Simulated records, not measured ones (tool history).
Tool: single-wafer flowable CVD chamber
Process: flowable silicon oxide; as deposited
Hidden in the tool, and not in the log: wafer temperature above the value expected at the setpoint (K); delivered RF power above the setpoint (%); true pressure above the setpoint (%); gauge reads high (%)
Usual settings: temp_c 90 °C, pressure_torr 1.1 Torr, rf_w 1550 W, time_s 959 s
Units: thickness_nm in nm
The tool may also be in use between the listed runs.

run	day	temp_c	pressure_torr	rf_w	time_s	wafers since the last listed run	hours since the last thermocouple change	hours since the last RF generator calibration	hours since the last manometer calibration	hours since the showerhead was replaced	hours since the gauge calibration	read-back reference wafer on the same gauge, thickness_nm	thickness_nm
1	0	90	1.1	1550	884	0	60.4	2291.2	1362.5	8008.2	527.7	1210.273	1048.191
2	0.562	90	1.1	1550	884	18	73.9	2304.7	1376	8021.7	541.2	1209.848	1047.528
3	0.925	90	0.96	1550	959	11	82.6	2313.4	1384.7	8030.4	549.9	1210.497	1031.011
4	1.521	90	0.96	1550	959	19	96.9	2327.7	1399	8044.7	564.2	1210.156	1034.478
5	2.246	100	1.34	1550	959	23	114.3	2345.1	1416.4	8062.1	581.6	1209.403	963.417
6	2.708	98	0.86	1700	1052	14	125.4	2356.2	1427.5	8073.2	592.7	1209.904	848.932
7	4.396	90	1.1	1475	959	54	165.9	2396.7	1468	8113.7	633.2	1210.269	1118.316
8	4.867	90	1.32	1730	959	15	177.2	2408	1479.3	8125	644.5	1210.904	1306.62
9	5.55	90	1.1	1550	959	22	193.6	2424.4	1495.7	8141.4	660.9	1208.968	1136.064
10	5.825	76	1.28	1845	860	8	200.2	2431	1502.3	8148	667.5	1209.428	1673.054
# day 6.021: gauge calibrated
11	6.179	90	0.96	1550	959	11	208.7	2439.5	1510.8	8156.5	3.8	1209.46	1032.923
12	6.617	90	1.1	1550	862	14	219.2	2450	1521.3	8167	14.3	1209.21	1021.041
13	7.179	90	1.1	1550	959	18	232.7	2463.5	1534.8	8180.5	27.8	1210.511	1125.438
14	7.892	90	0.94	1550	959	23	249.8	2480.6	1551.9	8197.6	44.9	1208.864	1012.648
15	8.333	100	1.1	1550	1086	14	260.4	2491.2	1562.5	8208.2	55.5	1210.114	959.227
16	8.754	90	1.21	1550	959	13	270.5	2501.3	1572.6	8218.3	65.6	1210.551	1206.548
# day 9.196: RF generator calibrated
17	9.217	76	1.1	1550	861	4	281.6	0.5	1583.7	8229.4	76.7	1209.498	1460.004
# day 9.65: showerhead replaced
# day 10.625: capacitance manometer re-zeroed and calibrated
18	10.746	90	0.87	1550	870	27	318.3	37.2	2.9	26.3	113.4	1211.22	940.283
19	11.212	101	1.33	1550	959	15	329.5	48.4	14.1	37.5	124.6	1209.531	984.192
20	11.608	90	1.1	1655	857	12	339	57.9	23.6	47	134.1	1210.898	1087.706
21	11.975	100	1.34	1550	959	11	347.8	66.7	32.4	55.8	142.9	1210.307	1023.286
22	12.483	90	0.96	1550	959	16	360	78.9	44.6	68	155.1	1208.675	1092.705
23	13.167	85	0.95	1635	1122	22	376.4	95.3	61	84.4	171.5	1209.456	1454.078
24	13.425	90	1.1	1550	959	8	382.6	101.5	67.2	90.6	177.7	1209.583	1184.899
25	14.175	94	1.1	1550	865	24	400.6	119.5	85.2	108.6	195.7	1210.369	956.254
26	14.596	90	1.1	1550	959	13	410.7	129.6	95.3	118.7	205.8	1211.722	1189.852
27	16.592	100	1.1	1550	784	64	458.6	177.5	143.2	166.6	253.7	1209.064	723.718
28	16.942	90	1.1	1550	959	11	467	185.9	151.6	175	262.1	1209.885	1176.899
29	17.304	90	1.19	1360	959	11	475.7	194.6	160.3	183.7	270.8	1209.298	1204.967

3 ways to go on from here, each from the tool as it stands after run 29. What would each give?
A	17.333	100	1.1	1550	959	0	476.4	195.3	161	184.4	271.5	?	?
B	17.333	90	1.1	1310	959	0	476.4	195.3	161	184.4	271.5	?	?
C	17.333	97	0.95	1550	1145	0	476.4	195.3	161	184.4	271.5	?	?

run	read-back reference wafer on the same gauge, thickness_nm	thickness_nm
A	1210.058	881.596
B	1210.058	1132.667
C	1210.058	1042.296
Without the tool's hidden state the same runs would have given:
run	thickness_nm
A	898.362
B	1154.207
C	1063.998
